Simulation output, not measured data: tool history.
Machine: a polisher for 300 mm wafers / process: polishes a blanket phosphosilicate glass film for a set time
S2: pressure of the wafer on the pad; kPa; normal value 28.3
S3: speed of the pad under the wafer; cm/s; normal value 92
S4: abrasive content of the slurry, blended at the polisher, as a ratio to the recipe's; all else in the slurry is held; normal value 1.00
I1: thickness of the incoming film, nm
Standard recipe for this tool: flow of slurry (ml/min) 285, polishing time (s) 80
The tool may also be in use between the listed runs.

Run 1, hour 0.0: usual settings but polishing time (s) 69; I1 3547.1. Result: film removed (nm) 629.0.
Run 2, hour 32.0: usual settings; I1 3512.9. Result: film removed (nm) 737.4.
Run 3, hour 65.5: usual settings; I1 3535.8. Result: film removed (nm) 747.1.
Run 4, hour 85.3: usual settings; I1 3469.7. Result: film removed (nm) 739.3.
Run 5, hour 106.0: usual settings; I1 3535.7. Result: film removed (nm) 742.4.
Run 6, hour 140.6: usual settings; I1 3471.1. Result: film removed (nm) 748.5.
Run 7, hour 167.6: usual settings; I1 3507.3. Result: film removed (nm) 741.4.
Run 8, hour 181.6: usual settings; I1 3476.5. Result: film removed (nm) 739.2.
Run 9, hour 205.0: usual settings; I1 3563.2. Result: film removed (nm) 741.4.
Run 10, hour 220.0: usual settings; I1 3483.2. Result: film removed (nm) 747.4.
Run 11, hour 244.4: usual settings; I1 3542.9. Result: film removed (nm) 746.9.
Run 12, hour 274.5: usual settings but S2 35.9 kPa, S3 106 cm/s; I1 3557.5. Result: film removed (nm) 1060.9.
Run 13, hour 303.1: usual settings but flow of slurry (ml/min) 325, S2 22.1 kPa, S3 76 cm/s, S4 1.15; I1 3530.8. Result: film removed (nm) 526.8.
Run 14, hour 330.8: usual settings; I1 3503.1. Result: film removed (nm) 737.3.
Run 15, hour 361.3: usual settings but S2 24.1 kPa; I1 3494.6. Result: film removed (nm) 633.3.
Run 16, hour 387.6: usual settings; I1 3582.7. Result: film removed (nm) 749.5.
Run 17, hour 400.4: usual settings but S2 24.8 kPa, S4 1.25, polishing time (s) 63; I1 3559.7. Result: film removed (nm) 551.9.
Run 18, hour 426.2: usual settings; I1 3590.3. Result: film removed (nm) 749.3.
Run 19, hour 453.6: usual settings but flow of slurry (ml/min) 185, S3 64 cm/s, S4 0.75; I1 3580.1. Result: film removed (nm) 477.4.
Run 20, hour 487.7: usual settings but S4 0.75, polishing time (s) 92; I1 3507.8. Result: film removed (nm) 770.3.
Run 21, hour 520.7: usual settings; I1 3556.0. Result: film removed (nm) 741.8.
Run 22, hour 534.6: usual settings but flow of slurry (ml/min) 235, S2 22.8 kPa, S3 76 cm/s; I1 3493.3. Result: film removed (nm) 505.0.
Run 23, hour 568.6: usual settings but S3 112 cm/s; I1 3516.3. Result: film removed (nm) 872.1.
Run 24, hour 584.9: usual settings; I1 3477.4. Result: film removed (nm) 743.2.

Removed from this log: 10 entries logged between the listed runs. Between which two listed runs does each belong, and how does the tool's hidden state at the listed run before it compare with that at the listed run after it?
After run 3, before run 4: worn pad replaced by a new one (hour 78.5)
  both runs share identical hidden conditions
After run 9, before run 10: head pressure recalibrated (hour 209.2); conditioning disc replaced and pad reconditioned (hour 219.5)
  both runs share identical hidden conditions
After run 10, before run 11: worn pad replaced by a new one (hour 236.5)
  both runs share identical hidden conditions
After run 15, before run 16: slurry nozzle cleaned (hour 368.9); worn pad replaced by a new one (hour 382.9)
  both runs share identical hidden conditions
After run 17, before run 18: slurry blender recalibrated (hour 404.3)
  both runs share identical hidden conditions
After run 18, before run 19: conditioning disc replaced and pad reconditioned (hour 445.8)
  both runs share identical hidden conditions
After run 20, before run 21: head pressure recalibrated (hour 505.5); worn pad replaced by a new one (hour 514.1)
  both runs share identical hidden conditions
